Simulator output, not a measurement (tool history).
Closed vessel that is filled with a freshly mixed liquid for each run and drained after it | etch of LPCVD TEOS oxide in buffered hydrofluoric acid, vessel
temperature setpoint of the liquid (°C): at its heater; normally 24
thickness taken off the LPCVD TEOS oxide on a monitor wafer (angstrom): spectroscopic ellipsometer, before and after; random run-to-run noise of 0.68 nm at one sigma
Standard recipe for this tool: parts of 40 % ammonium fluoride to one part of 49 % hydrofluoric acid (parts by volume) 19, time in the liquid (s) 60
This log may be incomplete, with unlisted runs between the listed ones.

| run | day | temperature setpoint of the liquid (°C) | parts of 40 % ammonium fluoride to one part of 49 % hydrofluoric acid (parts by volume) | time in the liquid (s) | read-back film thickness of the LPCVD TEOS oxide reference wafer, read on the same gauge (nm) | thickness taken off the LPCVD TEOS oxide on a monitor wafer (angstrom) |
|---|---|---|---|---|---|---|
| 1 | 0 | 20.5 | 19 | 35 | 109.96 | 484.7 |
| 2 | 2.296 | 24 | 19 | 60 | 110 | 1008.5 |
| 3 | 4.938 | 24 | 19 | 60 | 110.01 | 996 |
| 4 | 7.083 | 24 | 19 | 60 | 109.98 | 1001.1 |
| 5 | 8.733 | 24 | 19 | 60 | 109.94 | 1006 |
| 6 | 14.654 | 24 | 19 | 60 | 109.97 | 996.6 |
| 7 | 16.183 | 24 | 19 | 60 | 109.99 | 991.1 |
| 8 | 18.571 | 24 | 19 | 60 | 109.99 | 1004.5 |
| 9 | 20.021 | 21.5 | 19 | 60 | 109.99 | 876.7 |
| 10 | 25.929 | 24 | 19 | 60 | 110.04 | 1002 |
| 11 | 28.329 | 24 | 19 | 60 | 110.05 | 983.2 |
| 12 | 30.233 | 24 | 19 | 75 | 109.98 | 1226.2 |
| 13 | 32.567 | 24 | 19 | 75 | 109.98 | 1240.4 |
| 14 | 35.004 | 24 | 19 | 75 | 109.97 | 1228.9 |
| 15 | 43.7 | 24 | 19 | 60 | 109.96 | 986.2 |
| 16 | 46.121 | 24 | 19 | 60 | 110 | 983.2 |
| 17 | 48.604 | 28 | 11.5 | 30 | 109.95 | 1083 |
| 18 | 50.817 | 19.5 | 19 | 40 | 109.98 | 553.1 |
| 19 | 52.188 | 24 | 19 | 35 | 109.99 | 613 |
| 20 | 54.838 | 22.5 | 19 | 40 | 109.99 | 650.2 |
| 21 | 56.946 | 24 | 19 | 60 | 110.04 | 1062.2 |
| 22 | 58.054 | 24 | 12.5 | 60 | 110 | 1585.9 |
| 23 | 59.604 | 24 | 19 | 30 | 109.94 | 530.5 |
| 24 | 60.725 | 24 | 21 | 35 | 109.99 | 569.9 |
| 25 | 63.196 | 24 | 19 | 60 | 109.99 | 1064.3 |
| 26 | 65.967 | 22 | 22 | 30 | 110.01 | 418.1 |
| 27 | 67.967 | 21.5 | 24 | 85 | 110 | 1090.7 |
| 28 | 72.404 | 24 | 19 | 60 | 110.02 | 1061.7 |
| 29 | 74.488 | 26 | 22 | 60 | 109.97 | 1049.8 |
| 30 | 76.217 | 24 | 13.5 | 85 | 110.04 | 2069.5 |
| 31 | 78.125 | 24 | 15.5 | 90 | 110.06 | 1918.8 |
| 32 | 79.371 | 27.5 | 15.5 | 45 | 110.04 | 1155.9 |
| 33 | 80.779 | 24 | 19 | 60 | 109.99 | 1047.4 |

Not shown: 4 entries that the log had between the listed runs. Between which runs, and how does the tool's hidden state differ before and after?
Logged between run 12 and run 13: gauge calibrated (day 32.262)
  liquid colder than its thermometer reads (K): 1.7 -> 1.73
  difference, measured minus the result without the unlogged condition, thickness taken off the LPCVD TEOS oxide on a monitor wafer (angstrom): -120.2 -> -123.9
Logged between run 16 and run 17: thermometer replaced (day 47.067)
  liquid colder than its thermometer reads (K): 1.93 -> 0.254
  difference, measured minus the result without the unlogged condition, thickness taken off the LPCVD TEOS oxide on a monitor wafer (angstrom): -110.3 -> -14.5
Logged between run 21 and run 22: hydrofluoric acid flow meter replaced (day 57.296)
  liquid colder than its thermometer reads (K): 0.372 -> 0.388
  difference, measured minus the result without the unlogged condition, thickness taken off the LPCVD TEOS oxide on a monitor wafer (angstrom): -21.7 -> -34.2
Logged between run 29 and run 30: gauge calibrated (day 74.85)
  liquid colder than its thermometer reads (K): 0.621 -> 0.646
  difference, measured minus the result without the unlogged condition, thickness taken off the LPCVD TEOS oxide on a monitor wafer (angstrom): -35.9 -> -74.9
